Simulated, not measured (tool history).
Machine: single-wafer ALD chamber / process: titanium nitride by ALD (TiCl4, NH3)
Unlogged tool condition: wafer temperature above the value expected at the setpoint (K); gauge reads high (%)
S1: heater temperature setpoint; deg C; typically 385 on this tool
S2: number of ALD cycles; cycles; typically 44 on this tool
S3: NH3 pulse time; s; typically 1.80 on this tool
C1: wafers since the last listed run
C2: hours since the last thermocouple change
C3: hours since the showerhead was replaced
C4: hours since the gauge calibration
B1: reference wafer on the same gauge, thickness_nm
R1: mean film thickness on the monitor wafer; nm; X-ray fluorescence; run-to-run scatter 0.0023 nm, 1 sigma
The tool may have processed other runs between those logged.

run 1 hour=0.0 | S1=389 S2=44 S3=1.80 | C1=0 C2=2272.0 C3=6066.6 C4=130.1 | B1=1.069 | R1=0.938
run 2 hour=13.5 | S1=392 S2=39 S3=1.80 | C1=72 C2=2285.5 C3=6080.1 C4=143.6 | B1=1.070 | R1=0.829
run 3 hour=21.8 | S1=394 S2=44 S3=1.61 | C1=44 C2=2293.8 C3=6088.4 C4=151.9 | B1=1.070 | R1=0.930
run 4 hour=34.5 | S1=394 S2=44 S3=1.61 | C1=68 C2=2306.5 C3=6101.1 C4=164.6 | B1=1.070 | R1=0.931
run 5 hour=51.0 | S1=385 S2=44 S3=1.80 | C1=88 C2=2323.0 C3=6117.6 C4=181.1 | B1=1.071 | R1=0.928
run 6 hour=65.1 | S1=385 S2=44 S3=1.80 | C1=75 C2=2337.1 C3=6131.7 C4=195.2 | B1=1.071 | R1=0.930
run 7 hour=73.8 | S1=385 S2=44 S3=1.80 | C1=46 C2=2345.8 C3=6140.4 C4=203.9 | B1=1.072 | R1=0.934
run 8 hour=86.3 | S1=385 S2=44 S3=1.80 | C1=67 C2=2358.3 C3=6152.9 C4=216.4 | B1=1.073 | R1=0.932
run 9 hour=94.3 | S1=385 S2=44 S3=1.80 | C1=43 C2=2366.3 C3=6160.9 C4=224.4 | B1=1.073 | R1=0.935
run 10 hour=119.9 | S1=385 S2=44 S3=1.80 | C1=137 C2=2391.9 C3=6186.5 C4=250.0 | B1=1.074 | R1=0.935
run 11 hour=132.6 | S1=385 S2=44 S3=1.80 | C1=68 C2=2404.6 C3=6199.2 C4=262.7 | B1=1.074 | R1=0.937
run 12 hour=147.2 | S1=385 S2=39 S3=1.44 | C1=78 C2=2419.2 C3=6213.8 C4=277.3 | B1=1.074 | R1=0.819
run 13 hour=160.4 | S1=385 S2=39 S3=1.44 | C1=71 C2=2432.4 C3=6227.0 C4=290.5 | B1=1.075 | R1=0.822
run 14 hour=170.7 | S1=380 S2=44 S3=1.33 | C1=55 C2=2442.7 C3=6237.3 C4=300.8 | B1=1.075 | R1=0.913
run 15 hour=184.3 | S1=380 S2=44 S3=1.33 | C1=73 C2=2456.3 C3=6250.9 C4=314.4 | B1=1.075 | R1=0.909
run 16 hour=202.2 | S1=380 S2=44 S3=1.33 | C1=96 C2=2474.2 C3=6268.8 C4=332.3 | B1=1.077 | R1=0.918
run 17 hour=215.8 | S1=388 S2=44 S3=1.80 | C1=73 C2=2487.8 C3=6282.4 C4=345.9 | B1=1.077 | R1=0.937
run 18 hour=224.1 | S1=377 S2=44 S3=1.80 | C1=44 C2=2496.1 C3=6290.7 C4=354.2 | B1=1.077 | R1=0.929
run 19 hour=238.0 | S1=381 S2=44 S3=1.80 | C1=74 C2=2510.0 C3=6304.6 C4=368.1 | B1=1.079 | R1=0.935
run 20 hour=245.0 | S1=385 S2=44 S3=1.80 | C1=37 C2=2517.0 C3=6311.6 C4=375.1 | B1=1.079 | R1=0.939
run 21 hour=253.8 | S1=397 S2=38 S3=1.12 | C1=47 C2=2525.8 C3=6320.4 C4=383.9 | B1=1.078 | R1=0.800
-- hour=269.0 thermocouple changed; heater temperature recalibrated
run 22 hour=269.5 | S1=396 S2=40 S3=2.08 | C1=41 C2=0.5 C3=6336.1 C4=399.6 | B1=1.079 | R1=0.865
run 23 hour=280.0 | S1=385 S2=44 S3=1.80 | C1=56 C2=11.0 C3=6346.6 C4=410.1 | B1=1.079 | R1=0.937
-- hour=298.3 showerhead replaced
run 24 hour=304.2 | S1=385 S2=38 S3=1.45 | C1=87 C2=35.2 C3=5.9 C4=434.3 | B1=1.080 | R1=0.800
run 25 hour=318.4 | S1=385 S2=47 S3=1.80 | C1=76 C2=49.4 C3=20.1 C4=448.5 | B1=1.080 | R1=1.006
run 26 hour=335.4 | S1=385 S2=36 S3=2.49 | C1=91 C2=66.4 C3=37.1 C4=465.5 | B1=1.082 | R1=0.782
-- hour=352.0 gauge calibrated
run 27 hour=352.1 | S1=385 S2=36 S3=2.10 | C1=89 C2=83.1 C3=53.8 C4=0.1 | B1=1.067 | R1=0.765
run 28 hour=363.9 | S1=385 S2=47 S3=1.80 | C1=63 C2=94.9 C3=65.6 C4=11.9 | B1=1.068 | R1=0.988
run 29 hour=381.2 | S1=390 S2=44 S3=1.80 | C1=93 C2=112.2 C3=82.9 C4=29.2 | B1=1.068 | R1=0.928
run 30 hour=408.9 | S1=370 S2=39 S3=2.08 | C1=149 C2=139.9 C3=110.6 C4=56.9 | B1=1.069 | R1=0.822
run 31 hour=425.0 | S1=385 S2=44 S3=1.80 | C1=86 C2=156.0 C3=126.7 C4=73.0 | B1=1.070 | R1=0.933
run 32 hour=439.9 | S1=381 S2=37 S3=1.80 | C1=80 C2=170.9 C3=141.6 C4=87.9 | B1=1.071 | R1=0.780
run 33 hour=446.4 | S1=385 S2=44 S3=1.80 | C1=35 C2=177.4 C3=148.1 C4=94.4 | B1=1.071 | R1=0.934
run 34 hour=455.3 | S1=385 S2=44 S3=1.80 | C1=47 C2=186.3 C3=157.0 C4=103.3 | B1=1.071 | R1=0.930
run 35 hour=465.5 | S1=385 S2=53 S3=1.80 | C1=54 C2=196.5 C3=167.2 C4=113.5 | B1=1.072 | R1=1.121
run 36 hour=477.8 | S1=385 S2=44 S3=1.80 | C1=66 C2=208.8 C3=179.5 C4=125.8 | B1=1.072 | R1=0.929
run 37 hour=493.2 | S1=385 S2=44 S3=1.80 | C1=82 C2=224.2 C3=194.9 C4=141.2 | B1=1.072 | R1=0.931
run 38 hour=505.1 | S1=375 S2=38 S3=1.37 | C1=64 C2=236.1 C3=206.8 C4=153.1 | B1=1.074 | R1=0.782
run 39 hour=530.4 | S1=385 S2=44 S3=1.80 | C1=136 C2=261.4 C3=232.1 C4=178.4 | B1=1.073 | R1=0.938
run 40 hour=544.6 | S1=385 S2=44 S3=2.17 | C1=76 C2=275.6 C3=246.3 C4=192.6 | B1=1.073 | R1=0.943

Below are 4 alternative next runs, each starting from the tool's condition after run 40. Predict each:
run A hour=545.1 | S1=385 S2=44 S3=1.80 | C1=2 C2=276.1 C3=246.8 C4=193.1 | B1=? | R1=?
run B hour=545.1 | S1=385 S2=48 S3=2.04 | C1=2 C2=276.1 C3=246.8 C4=193.1 | B1=? | R1=?
run C hour=545.1 | S1=385 S2=48 S3=1.80 | C1=2 C2=276.1 C3=246.8 C4=193.1 | B1=? | R1=?
run D hour=545.1 | S1=397 S2=46 S3=1.80 | C1=2 C2=276.1 C3=246.8 C4=193.1 | B1=? | R1=?

run=A B1=1.074 R1=0.931
run=B B1=1.074 R1=1.022
run=C B1=1.074 R1=1.016
run=D B1=1.074 R1=0.984
Take away the tool's hidden state, keep each run's random variation, and the runs would have read:
run=A R1=0.924
run=B R1=1.015
run=C R1=1.008
run=D R1=0.976
